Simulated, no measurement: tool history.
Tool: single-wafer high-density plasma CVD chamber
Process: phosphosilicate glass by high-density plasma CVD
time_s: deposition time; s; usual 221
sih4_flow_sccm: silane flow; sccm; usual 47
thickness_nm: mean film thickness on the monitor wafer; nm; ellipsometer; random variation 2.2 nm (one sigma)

run	day	time_s	sih4_flow_sccm	read-back reference wafer on the same gauge, thickness_nm	thickness_nm
1	0.000	221	47	911.050	1043.217
2	1.050	221	47	911.433	1042.329
3	2.050	221	47	911.096	1037.593
4	3.175	221	47	910.570	1040.144
5	3.912	221	49	910.691	1083.834
6	4.908	221	49	911.348	1084.811
7	5.812	221	49	910.897	1081.957
8	6.867	243	53	910.908	1291.989
9	7.525	243	53	910.567	1293.381
10	8.975	221	54	910.733	1196.313
11	9.938	221	54	911.115	1199.116
12	11.075	221	54	911.185	1196.899
# day 12.379: gauge calibrated
13	12.483	221	47	910.891	1044.945
14	13.779	221	47	911.135	1044.245
15	14.608	221	44	911.270	976.592
16	15.217	221	50	911.015	1110.891
17	16.071	221	50	910.877	1110.830
18	17.162	178	40	911.085	714.839
19	18.017	236	47	911.284	1113.256
20	18.983	221	55	910.694	1219.341
# day 19.375: silane flow controller replaced
21	20.296	221	47	910.408	985.468
22	21.075	248	38	911.203	895.017
23	21.921	234	41	911.034	908.834
24	22.483	221	47	910.772	985.659
25	23.446	233	39	910.536	864.330
26	24.054	244	47	911.429	1090.052
27	25.217	209	54	911.187	1075.877
28	25.846	180	47	911.111	805.940
29	27.042	263	53	910.790	1327.370
30	27.654	199	38	911.027	719.576
31	28.521	221	47	910.565	991.473
32	29.596	192	54	910.606	993.510
33	30.750	238	44	910.604	1002.567
34	31.971	260	40	911.592	992.894

The same runs without the tool's hidden state, with the same run-to-run variation:
The hidden state here: delivered silane flow above the setpoint (%); gauge reads high (%).
run	thickness_nm
1	990.240
2	989.306
3	984.726
4	987.054
5	1028.452
6	1029.295
7	1026.514
8	1225.681
9	1226.940
10	1134.733
11	1137.310
12	1135.113
13	990.903
14	990.150
15	925.950
16	1053.241
17	1053.123
18	677.656
19	1055.290
20	1155.781
21	988.722
22	897.205
23	910.222
24	986.572
25	864.255
26	1089.270
27	1073.831
28	803.900
29	1322.451
30	716.483
31	986.394
32	987.425
33	995.369
34	984.684
